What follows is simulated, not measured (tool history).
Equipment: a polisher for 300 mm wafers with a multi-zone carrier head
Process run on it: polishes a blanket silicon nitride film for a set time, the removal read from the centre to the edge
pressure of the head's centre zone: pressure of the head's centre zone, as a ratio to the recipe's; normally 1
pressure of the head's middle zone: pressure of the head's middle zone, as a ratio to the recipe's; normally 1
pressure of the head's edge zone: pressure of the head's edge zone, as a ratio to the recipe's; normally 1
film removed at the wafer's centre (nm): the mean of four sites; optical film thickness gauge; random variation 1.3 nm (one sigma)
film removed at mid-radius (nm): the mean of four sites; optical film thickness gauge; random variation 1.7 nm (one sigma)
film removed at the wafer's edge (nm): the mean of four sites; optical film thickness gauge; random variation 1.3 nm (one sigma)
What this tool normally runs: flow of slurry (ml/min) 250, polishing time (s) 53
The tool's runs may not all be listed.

run   hour  flow of slurry (ml/min)  pressure of the head's centre zone  pressure of the head's middle zone  pressure of the head's edge zone  polishing time (s)  incoming thickness of the incoming film, nm  film removed at the wafer's centre (nm)  film removed at mid-radius (nm)  film removed at the wafer's edge (nm)
  1      0                      250                                   1                                   1                                 1                  53                                        645.1                                      113                            113.1                                    113
         5  -- edge zone pressure recalibrated
        13  -- worn pad replaced by a new one, repeated, since the last time left the tool worse
  2   13.5                      250                                   1                                   1                                 1                  53                                        652.8                                    134.2                            131.8                                  136.1
        16  -- centre zone pressure recalibrated
  3   26.4                      250                                1.09                                0.93                                 1                  53                                        643.3                                    146.8                              125                                  133.8
  4   37.6                      250                                   1                                   1                                 1                  53                                        650.3                                    132.2                            129.4                                  131.4
  5   48.5                      325                                0.94                                   1                              0.91                  53                                        638.7                                    127.7                            132.4                                  129.8
  6   58.8                      250                                   1                                   1                                 1                  53                                        656.4                                    132.5                            130.7                                  129.6
      69.7  -- carrier head's membrane replaced by a new one
  7   70.2                      250                                   1                                   1                                 1                  53                                        655.5                                    131.8                            128.3                                  130.3
  8   84.2                      190                                1.08                                   1                                 1                  53                                        641.2                                    138.8                            126.4                                  129.6
  9   95.1                      300                                1.08                                0.94                                 1                  63                                        649.9                                    166.4                            147.9                                  155.9
 10  123.6                      250                                0.92                                   1                              1.05                  36                                        649.4                                     80.5                             87.1                                     88
 11  130.3                      250                                1.06                                1.06                                 1                  53                                          659                                    136.3                            128.4                                  128.7
 12    145                      250                                   1                                   1                                 1                  53                                        651.2                                    127.1                            125.6                                  127.1
     153.6  -- slurry nozzle cleaned
 13  154.1                      250                                   1                                   1                                 1                  53                                        645.4                                    127.3                              126                                  127.8
 14  165.7                      205                                   1                                   1                                 1                  53                                        651.4                                    127.5                            121.9                                  127.7
 15    172                      180                                1.05                                1.12                                 1                  53                                        646.3                                    132.3                            132.2                                  125.3
 16  183.1                      250                                   1                                   1                              1.08                  53                                        654.5                                    128.7                              124                                  132.8
     194.2  -- worn pad replaced by a new one
 17  199.7                      250                                1.06                                1.06                                 1                  53                                        656.4                                    143.4                            134.5                                  133.9
 18  210.4                      250                                   1                                1.08                                 1                  40                                        647.3                                    102.1                            103.8                                  100.4
 19  225.7                      250                                   1                                   1                                 1                  69                                        650.8                                    170.5                            169.1                                  170.7
 20  238.1                      250                                0.91                                0.93                              1.09                  36                                        653.4                                     81.5                             82.4                                   93.8
 21    249                      300                                   1                                   1                              1.09                  63                                        651.6                                    157.9                            154.6                                  160.5
 22  256.3                      250                                0.93                                   1                                 1                  53                                        648.5                                    122.7                            128.3                                  130.1
 23    269                      170                                1.06                                   1                              0.91                  63                                        642.1                                    155.6                            147.4                                  145.3

3 ways to go on from here, each from the tool as it stands after run 23. What would each give?
  A  269.4                      250                                0.91                                   1                                 1                  53                                        657.8                                        ?                                ?                                      ?
  B  269.4                      250                                   1                                   1                                 1                  65                                        657.8                                        ?                                ?                                      ?
  C  269.4                      250                                1.11                                0.96                                 1                  53                                        657.8                                        ?                                ?                                      ?

run  film removed at the wafer's centre (nm)  film removed at mid-radius (nm)  film removed at the wafer's edge (nm)
  A                                    119.7                            126.7                                  128.1
  B                                    161.4                            155.3                                  157.2
  C                                    146.1                            123.3                                  128.2
Without the tool's hidden state the same runs would have given:
run  film removed at the wafer's centre (nm)  film removed at mid-radius (nm)  film removed at the wafer's edge (nm)
  A                                      125                            132.3                                  133.8
  B                                    168.6                            162.2                                  164.1
  C                                    152.6                            128.8                                  133.9
